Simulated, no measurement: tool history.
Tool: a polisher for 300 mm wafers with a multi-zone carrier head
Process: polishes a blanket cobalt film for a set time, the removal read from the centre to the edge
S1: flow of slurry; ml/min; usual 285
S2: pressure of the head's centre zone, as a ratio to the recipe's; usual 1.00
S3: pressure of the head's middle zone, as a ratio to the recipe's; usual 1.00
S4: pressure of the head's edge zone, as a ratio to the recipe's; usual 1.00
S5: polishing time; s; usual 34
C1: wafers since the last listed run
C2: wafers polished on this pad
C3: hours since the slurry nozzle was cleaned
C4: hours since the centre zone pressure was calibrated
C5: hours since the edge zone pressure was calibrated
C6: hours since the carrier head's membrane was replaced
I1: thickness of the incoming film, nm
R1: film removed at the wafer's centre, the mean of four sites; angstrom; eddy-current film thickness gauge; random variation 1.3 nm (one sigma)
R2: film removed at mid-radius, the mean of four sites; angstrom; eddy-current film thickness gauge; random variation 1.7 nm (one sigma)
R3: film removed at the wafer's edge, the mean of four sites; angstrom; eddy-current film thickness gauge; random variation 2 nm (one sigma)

run 1 hour=0.0 | S1=285 S2=1.00 S3=1.00 S4=1.00 S5=34 | C1=0 C2=115 C3=640.6 C4=987.9 C5=824.1 C6=588.5 | I1=1530.8 | R1=1884 R2=1798 R3=1719
run 2 hour=15.4 | S1=285 S2=1.00 S3=1.00 S4=1.00 S5=34 | C1=108 C2=224 C3=656.0 C4=1003.3 C5=839.5 C6=603.9 | I1=1513.1 | R1=1860 R2=1811 R3=1742
run 3 hour=27.5 | S1=285 S2=1.00 S3=1.00 S4=1.00 S5=34 | C1=85 C2=309 C3=668.1 C4=1015.4 C5=851.6 C6=616.0 | I1=1523.5 | R1=1881 R2=1780 R3=1719
run 4 hour=39.9 | S1=285 S2=1.00 S3=1.00 S4=1.00 S5=34 | C1=87 C2=397 C3=680.5 C4=1027.8 C5=864.0 C6=628.4 | I1=1528.4 | R1=1883 R2=1781 R3=1723
run 5 hour=57.3 | S1=285 S2=1.00 S3=1.00 S4=1.00 S5=34 | C1=122 C2=519 C3=697.9 C4=1045.2 C5=881.4 C6=645.8 | I1=1512.6 | R1=1886 R2=1768 R3=1745
run 6 hour=64.1 | S1=285 S2=1.00 S3=1.00 S4=1.00 S5=26 | C1=47 C2=567 C3=704.7 C4=1052.0 C5=888.2 C6=652.6 | I1=1534.3 | R1=1434 R2=1371 R3=1344
run 7 hour=77.6 | S1=285 S2=1.00 S3=1.00 S4=1.00 S5=26 | C1=95 C2=663 C3=718.2 C4=1065.5 C5=901.7 C6=666.1 | I1=1522.3 | R1=1414 R2=1355 R3=1336
-- hour=83.6 edge zone pressure recalibrated
-- hour=83.9 worn pad replaced by a new one
run 8 hour=89.3 | S1=285 S2=1.00 S3=1.00 S4=1.00 S5=34 | C1=66 C2=38 C3=729.9 C4=1077.2 C5=5.7 C6=677.8 | I1=1529.6 | R1=1848 R2=1797 R3=1730
run 9 hour=102.9 | S1=285 S2=1.00 S3=1.00 S4=1.00 S5=34 | C1=95 C2=134 C3=743.5 C4=1090.8 C5=19.3 C6=691.4 | I1=1522.9 | R1=1841 R2=1778 R3=1745
run 10 hour=109.6 | S1=285 S2=1.00 S3=1.00 S4=1.00 S5=34 | C1=47 C2=181 C3=750.2 C4=1097.5 C5=26.0 C6=698.1 | I1=1531.9 | R1=1860 R2=1793 R3=1751
run 11 hour=121.6 | S1=345 S2=1.00 S3=1.00 S4=1.00 S5=34 | C1=84 C2=265 C3=762.2 C4=1109.5 C5=38.0 C6=710.1 | I1=1529.8 | R1=1891 R2=1814 R3=1761
-- hour=127.3 centre zone pressure recalibrated
run 12 hour=131.8 | S1=210 S2=1.10 S3=1.09 S4=0.94 S5=34 | C1=57 C2=323 C3=772.4 C4=4.5 C5=48.2 C6=720.3 | I1=1522.2 | R1=2159 R2=1831 R3=1657
-- hour=142.2 slurry nozzle cleaned
run 13 hour=143.6 | S1=215 S2=1.05 S3=1.00 S4=1.00 S5=34 | C1=76 C2=399 C3=1.4 C4=16.3 C5=60.0 C6=732.1 | I1=1545.9 | R1=2066 R2=1743 R3=1696
run 14 hour=158.8 | S1=285 S2=1.00 S3=0.90 S4=1.09 S5=34 | C1=107 C2=507 C3=16.6 C4=31.5 C5=75.2 C6=747.3 | I1=1530.8 | R1=1992 R2=1714 R3=1823
run 15 hour=175.9 | S1=210 S2=1.10 S3=1.09 S4=0.94 S5=34 | C1=120 C2=627 C3=33.7 C4=48.6 C5=92.3 C6=764.4 | I1=1523.5 | R1=2141 R2=1852 R3=1633
-- hour=180.1 worn pad replaced by a new one
-- hour=186.9 carrier head's membrane replaced by a new one
run 16 hour=187.4 | S1=285 S2=1.00 S3=1.00 S4=1.00 S5=34 | C1=17 C2=16 C3=45.2 C4=60.1 C5=103.8 C6=0.5 | I1=1544.1 | R1=2033 R2=1807 R3=1737
-- hour=193.8 centre zone pressure recalibrated, repeated, since the last time left the tool worse
run 17 hour=199.3 | S1=195 S2=0.91 S3=1.08 S4=1.00 S5=46 | C1=69 C2=86 C3=57.1 C4=5.5 C5=115.7 C6=12.4 | I1=1531.6 | R1=2093 R2=2468 R3=2323
run 18 hour=212.5 | S1=330 S2=1.00 S3=0.91 S4=1.00 S5=29 | C1=93 C2=179 C3=70.3 C4=18.7 C5=128.9 C6=25.6 | I1=1519.5 | R1=1489 R2=1456 R3=1510
run 19 hour=222.7 | S1=235 S2=0.96 S3=1.00 S4=1.00 S5=26 | C1=71 C2=250 C3=80.5 C4=28.9 C5=139.1 C6=35.8 | I1=1554.6 | R1=1260 R2=1372 R3=1327
run 20 hour=240.0 | S1=285 S2=1.00 S3=1.00 S4=1.10 S5=24 | C1=121 C2=372 C3=97.8 C4=46.2 C5=156.4 C6=53.1 | I1=1509.7 | R1=1229 R2=1259 R3=1274
run 21 hour=253.9 | S1=320 S2=1.00 S3=1.00 S4=0.94 S5=34 | C1=98 C2=470 C3=111.7 C4=60.1 C5=170.3 C6=67.0 | I1=1531.4 | R1=1756 R2=1800 R3=1719
run 22 hour=269.1 | S1=285 S2=1.00 S3=1.00 S4=1.00 S5=34 | C1=107 C2=578 C3=126.9 C4=75.3 C5=185.5 C6=82.2 | I1=1520.2 | R1=1774 R2=1790 R3=1749

4 ways to go on from here, each from the tool as it stands after run 22. What would each give?
run A hour=269.5 | S1=380 S2=1.00 S3=1.00 S4=1.00 S5=34 | C1=2 C2=580 C3=127.3 C4=75.7 C5=185.9 C6=82.6 | I1=1541.5 | R1=? R2=? R3=?
run B hour=269.5 | S1=235 S2=1.10 S3=1.11 S4=1.00 S5=34 | C1=2 C2=580 C3=127.3 C4=75.7 C5=185.9 C6=82.6 | I1=1541.5 | R1=? R2=? R3=?
run C hour=269.5 | S1=285 S2=1.00 S3=1.05 S4=1.00 S5=34 | C1=2 C2=580 C3=127.3 C4=75.7 C5=185.9 C6=82.6 | I1=1541.5 | R1=? R2=? R3=?
run D hour=269.5 | S1=285 S2=1.00 S3=0.95 S4=1.00 S5=34 | C1=2 C2=580 C3=127.3 C4=75.7 C5=185.9 C6=82.6 | I1=1541.5 | R1=? R2=? R3=?

run=A R1=1814 R2=1818 R3=1731
run=B R1=1927 R2=1870 R3=1692
run=C R1=1780 R2=1836 R3=1708
run=D R1=1779 R2=1739 R3=1710
Without the tool's hidden state the same runs would have given:
run=A R1=1797 R2=1818 R3=1731
run=B R1=1909 R2=1871 R3=1692
run=C R1=1764 R2=1836 R3=1708
run=D R1=1763 R2=1739 R3=1710

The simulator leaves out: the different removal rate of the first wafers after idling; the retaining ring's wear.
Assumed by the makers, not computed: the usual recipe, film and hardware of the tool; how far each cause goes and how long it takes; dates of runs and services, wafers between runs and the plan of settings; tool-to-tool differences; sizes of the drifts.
